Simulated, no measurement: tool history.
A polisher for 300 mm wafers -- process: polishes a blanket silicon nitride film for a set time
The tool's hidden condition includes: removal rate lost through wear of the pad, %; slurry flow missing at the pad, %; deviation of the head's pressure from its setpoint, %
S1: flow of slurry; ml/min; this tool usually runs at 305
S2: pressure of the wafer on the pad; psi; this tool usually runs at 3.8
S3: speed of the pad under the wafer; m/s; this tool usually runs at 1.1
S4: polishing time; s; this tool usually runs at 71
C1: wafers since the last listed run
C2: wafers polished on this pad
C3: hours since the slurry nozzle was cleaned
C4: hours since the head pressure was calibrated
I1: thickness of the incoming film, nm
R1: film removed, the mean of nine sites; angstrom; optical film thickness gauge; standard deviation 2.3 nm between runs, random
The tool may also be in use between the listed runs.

run	hour	S1	S2	S3	S4	C1	C2	C3	C4	I1	R1
1	0	305	3.8	1.1	71	0	1296	219.1	634.7	414	1538
2	98.6	305	3.8	1.1	71	1085	2382	317.7	733.3	409	1550
3	168.7	305	3.8	1.1	71	772	3154	387.8	803.4	413.6	1495
4	268.2	305	3.8	1.1	71	1095	4250	487.3	902.9	415.7	1483
5	354.6	305	3.8	1.1	71	951	5201	573.7	989.3	406.6	1502
# hour 370.7: head pressure recalibrated
6	411.1	305	3.8	1.1	71	600	5802	630.2	40.4	408.5	1388
# hour 437.7: slurry nozzle cleaned
7	480	305	3.8	1.1	71	747	6549	42.3	109.3	412.9	1407
# hour 490.5: worn pad replaced by a new one
8	516.2	305	3.8	1.1	71	354	282	78.5	145.5	400.9	1598
9	576.6	305	3.8	1.1	71	665	947	138.9	205.9	409.9	1562
10	663	305	3.8	1.1	71	951	1899	225.3	292.3	408.1	1540
11	746.2	305	3.8	1.34	71	916	2815	308.5	375.5	411.4	1716
12	843.2	305	3.8	1.34	71	1068	3884	405.5	472.5	409.5	1621
13	935.8	305	4.2	1.02	71	1019	4904	498.1	565.1	417.6	1517
# hour 1001.2: worn pad replaced by a new one
14	1012.8	360	4.7	1.1	71	804	127	575.1	642.1	414.4	2068
# hour 1057.9: slurry nozzle cleaned
15	1086.8	305	3.8	1.1	71	804	931	28.9	716.1	414	1603
16	1188.1	305	3.8	1.1	71	1115	2046	130.2	817.4	418.2	1552
17	1290.4	305	4.7	1.1	71	1126	3173	232.5	919.7	408.3	1851
18	1341.5	255	3.8	1	71	562	3736	283.6	970.8	412.7	1387
19	1387.9	340	4.5	1.1	48	511	4247	330	1017.2	412.2	1217
# hour 1418: head pressure recalibrated
20	1471.6	305	3.8	1.1	71	899	5147	413.7	53.6	405.7	1448
21	1535.6	390	3.8	1.1	71	704	5852	477.7	117.6	418.8	1496
# hour 1603.9: worn pad replaced by a new one
22	1636.8	400	4.6	0.98	93	1070	362	578.9	218.8	403.5	2314
23	1685.4	305	4.3	0.76	71	535	897	627.5	267.4	416.5	1364
24	1736.2	330	4.6	1.1	71	559	1457	678.3	318.2	413.8	1864
# hour 1766.8: slurry nozzle cleaned
25	1996.8	305	3.8	1.1	71	2859	4316	230	578.8	411.6	1491
26	2037.6	305	2.7	1.1	71	449	4765	270.8	619.6	411.4	1084
27	2130.3	305	3.8	1.1	71	1020	5786	363.5	712.3	417.4	1489
# hour 2171.5: worn pad replaced by a new one
# hour 2362.4: head pressure recalibrated
28	2407.7	385	3.8	1.1	96	2989	2579	640.9	45.3	407.9	2027
29	2501.2	305	3.8	1.34	71	1029	3609	734.4	138.8	410.8	1710
# hour 2503.9: slurry nozzle cleaned
30	2576.4	230	3.8	1.1	54	817	4426	72.5	214	407.7	1053
31	2645.7	250	2.8	0.74	79	763	5190	141.8	283.3	409.7	902
# hour 2684.2: worn pad replaced by a new one
32	2835	305	4.3	0.88	71	2040	1660	331.1	472.6	409	1430

4 options for the next run, each taken on its own from the tool as it stands now. Forecast them:
A	2835.4	305	4.4	1.1	71	4	1664	331.5	473	405.9	?
B	2835.4	210	3.8	1.1	71	4	1664	331.5	473	405.9	?
C	2835.4	200	3.8	1.3	71	4	1664	331.5	473	405.9	?
D	2835.4	305	3	1.1	71	4	1664	331.5	473	405.9	?

run	R1
A	1795
B	1523
C	1710
D	1250
What these runs would have given with no unlogged condition in the tool:
run	R1
A	1936
B	1642
C	1844
D	1347

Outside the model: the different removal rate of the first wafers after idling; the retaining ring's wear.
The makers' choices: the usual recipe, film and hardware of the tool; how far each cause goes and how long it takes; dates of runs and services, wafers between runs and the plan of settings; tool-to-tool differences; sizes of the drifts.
